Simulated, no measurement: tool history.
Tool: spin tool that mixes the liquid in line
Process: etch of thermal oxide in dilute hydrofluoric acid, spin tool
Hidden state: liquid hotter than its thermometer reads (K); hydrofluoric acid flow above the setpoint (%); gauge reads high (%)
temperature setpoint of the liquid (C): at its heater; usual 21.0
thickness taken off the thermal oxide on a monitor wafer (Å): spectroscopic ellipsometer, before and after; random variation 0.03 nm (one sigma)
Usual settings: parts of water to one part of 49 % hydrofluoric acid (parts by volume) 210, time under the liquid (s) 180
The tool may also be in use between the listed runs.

run   hour  temperature setpoint of the liquid (C)  parts of water to one part of 49 % hydrofluoric acid (parts by volume)  time under the liquid (s)  wafers since the last listed run  hours since the thermometer was replaced  hours since the hydrofluoric acid flow meter was replaced  hours since the gauge calibration  read-back film thickness of the thermal oxide reference wafer, read on the same gauge (nm)  thickness taken off the thermal oxide on a monitor wafer (Å)
  1    0.0                                    21.0                                                                     210                        180                                 0                                    1782.5                                                     1611.4                              212.6                                                                                     109.986                                                         37.82
  2   34.6                                    21.0                                                                     210                        180                               158                                    1817.1                                                     1646.0                              247.2                                                                                     110.010                                                         38.31
  3   47.8                                    24.5                                                                     210                        180                                60                                    1830.3                                                     1659.2                              260.4                                                                                     109.965                                                         43.46
  4   67.9                                    24.5                                                                     210                        180                                92                                    1850.4                                                     1679.3                              280.5                                                                                     110.014                                                         43.59
  5   82.4                                    21.0                                                                     210                        150                                66                                    1864.9                                                     1693.8                              295.0                                                                                     109.982                                                         31.68
  6  100.4                                    21.0                                                                     210                        180                                82                                    1882.9                                                     1711.8                              313.0                                                                                     109.969                                                         38.46
     115.9  -- gauge calibrated
  7  131.6                                    21.0                                                                     210                        180                               143                                    1914.1                                                     1743.0                               15.7                                                                                     109.981                                                         38.09
  8  159.9                                    26.0                                                                     155                        280                               129                                    1942.4                                                     1771.3                               44.0                                                                                     109.956                                                        103.99
     166.4  -- thermometer replaced
  9  177.2                                    25.0                                                                     170                        275                                74                                      10.8                                                     1788.6                               61.3                                                                                     109.990                                                         86.38
 10  209.6                                    24.0                                                                     275                        180                               148                                      43.2                                                     1821.0                               93.7                                                                                     110.025                                                         30.73
     228.3  -- hydrofluoric acid flow meter replaced
 11  243.2                                    21.0                                                                     210                        180                               149                                      76.8                                                       14.9                              127.3                                                                                     110.028                                                         38.82
 12  255.2                                    26.0                                                                     295                        260                                55                                      88.8                                                       26.9                              139.3                                                                                     110.040                                                         42.88
 13  285.3                                    21.0                                                                     265                        255                               138                                     118.9                                                       57.0                              169.4                                                                                     109.975                                                         40.81
 14  309.2                                    21.0                                                                     210                        180                               109                                     142.8                                                       80.9                              193.3                                                                                     110.029                                                         38.14

5 ways to go on from here, each from the tool as it stands after run 14. What would each give?
  A  309.7                                    21.0                                                                     280                        180                                 2                                     143.3                                                       81.4                              193.8                                                                                           ?                                                             ?
  B  309.7                                    25.5                                                                     240                        180                                 2                                     143.3                                                       81.4                              193.8                                                                                           ?                                                             ?
  C  309.7                                    25.0                                                                     210                         85                                 2                                     143.3                                                       81.4                              193.8                                                                                           ?                                                             ?
  D  309.7                                    23.5                                                                     180                        180                                 2                                     143.3                                                       81.4                              193.8                                                                                           ?                                                             ?
  E  309.7                                    18.5                                                                     155                        215                                 2                                     143.3                                                       81.4                              193.8                                                                                           ?                                                             ?

run  read-back film thickness of the thermal oxide reference wafer, read on the same gauge (nm)  thickness taken off the thermal oxide on a monitor wafer (Å)
  A                                                                                     109.974                                                         26.74
  B                                                                                     109.974                                                         38.15
  C                                                                                     109.974                                                         20.89
  D                                                                                     109.974                                                         50.44
  E                                                                                     109.974                                                         59.10
Without the tool's hidden state the same runs would have given:
run  thickness taken off the thermal oxide on a monitor wafer (Å)
  A                                                         26.74
  B                                                         38.15
  C                                                         20.89
  D                                                         50.44
  E                                                         59.10

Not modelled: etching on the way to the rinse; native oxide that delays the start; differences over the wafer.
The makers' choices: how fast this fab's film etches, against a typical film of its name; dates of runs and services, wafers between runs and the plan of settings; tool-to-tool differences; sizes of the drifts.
